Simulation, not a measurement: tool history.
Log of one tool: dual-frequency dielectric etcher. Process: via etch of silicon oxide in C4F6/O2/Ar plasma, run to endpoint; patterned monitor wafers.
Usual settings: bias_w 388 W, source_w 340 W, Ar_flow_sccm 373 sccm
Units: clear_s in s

run	hour	bias_w	source_w	Ar_flow_sccm	wafers since the last listed run	hours since the last wet clean	hours since the last bias power generator calibration	hours since the last source power generator calibration	hours since the last Ar flow controller change	hours since the last upper electrode change	incoming incoming film thickness, nm	clear_s
1	0	388	340	320	0	410.5	2653.6	3095.9	5802.3	3443.8	120.8	34
2	10	388	340	373	102	420.5	2663.6	3105.9	5812.3	3453.8	122.3	35.4
3	16.5	388	340	373	66	427	2670.1	3112.4	5818.8	3460.3	123.1	35.4
4	32.5	388	340	373	164	443	2686.1	3128.4	5834.8	3476.3	122.9	35.2
5	42.1	388	340	373	98	452.6	2695.7	3138	5844.4	3485.9	123.4	35.6
# hour 50: source power generator calibrated
# hour 55.2: bias power generator calibrated
# hour 67.1: wet clean of the chamber
6	67.6	388	340	373	57	0.5	12.4	17.6	5869.9	3511.4	123.5	33.9
7	67.9	358	340	373	3	0.8	12.7	17.9	5870.2	3511.7	121.2	34.8
8	76.3	388	340	373	86	9.2	21.1	26.3	5878.6	3520.1	122.1	33.9
9	86	428	290	373	99	18.9	30.8	36	5888.3	3529.8	122.9	33.7
10	98.6	464	270	433	129	31.5	43.4	48.6	5900.9	3542.4	121.2	32.8
11	112.7	421	290	410	144	45.6	57.5	62.7	5915	3556.5	124.9	34.9
12	129.7	435	420	434	174	62.6	74.5	79.7	5932	3573.5	122.5	30.5
13	141.9	297	310	305	125	74.8	86.7	91.9	5944.2	3585.7	122.4	39.3
14	154.2	388	360	413	126	87.1	99	104.2	5956.5	3598	121.7	33.6
15	162.6	332	380	310	86	95.5	107.4	112.6	5964.9	3606.4	124.1	35.8
16	169.9	388	340	373	75	102.8	114.7	119.9	5972.2	3613.7	122.7	34.2
17	184.7	388	360	413	152	117.6	129.5	134.7	5987	3628.5	122.4	34
# hour 214.1: upper electrode replaced
18	214.6	388	300	299	60	147.5	159.4	164.6	6016.9	0.5	121.4	34.2
19	214.9	349	280	434	3	147.8	159.7	164.9	6017.2	0.8	122.6	38.5
20	220.4	451	300	418	56	153.3	165.2	170.4	6022.7	6.3	122.7	33.2
# hour 236.3: Ar flow controller replaced
21	236.8	388	340	373	106	169.7	181.6	186.8	0.5	22.7	122.8	34.3
22	250.7	357	310	373	142	183.6	195.5	200.7	14.4	36.6	121.9	36.4
23	262.5	420	400	373	121	195.4	207.3	212.5	26.2	48.4	123	31.8
24	275.1	433	310	403	129	208	219.9	225.1	38.8	61	123.2	33.5
25	292.7	431	300	415	180	225.6	237.5	242.7	56.4	78.6	122.1	33.7
26	303.2	388	340	373	107	236.1	248	253.2	66.9	89.1	122.3	34.4
27	316.4	475	360	441	135	249.3	261.2	266.4	80.1	102.3	122.7	31.2
28	324.3	440	390	320	81	257.2	269.1	274.3	88	110.2	122.7	30.7
29	335.4	388	340	373	114	268.3	280.2	285.4	99.1	121.3	122.3	34.5
30	352.6	388	340	437	176	285.5	297.4	302.6	116.3	138.5	123.1	35.2

The same runs without the tool's hidden state, with the same run-to-run variation:
The hidden state here: etch rate over this chamber's usual, %; bias power that arrives over what is set, %; source power that arrives over what is set, %; Ar flow that arrives over what is set, %.
run	clear_s
1	32.9
2	34.2
3	34.3
4	34
5	34.4
6	34
7	34.9
8	34
9	33.7
10	32.9
11	34.9
12	30.5
13	39.2
14	33.5
15	35.7
16	34.1
17	33.8
18	33.9
19	38.2
20	32.9
21	34
22	36
23	31.5
24	33.1
25	33.3
26	33.9
27	30.8
28	30.3
29	34
30	34.6

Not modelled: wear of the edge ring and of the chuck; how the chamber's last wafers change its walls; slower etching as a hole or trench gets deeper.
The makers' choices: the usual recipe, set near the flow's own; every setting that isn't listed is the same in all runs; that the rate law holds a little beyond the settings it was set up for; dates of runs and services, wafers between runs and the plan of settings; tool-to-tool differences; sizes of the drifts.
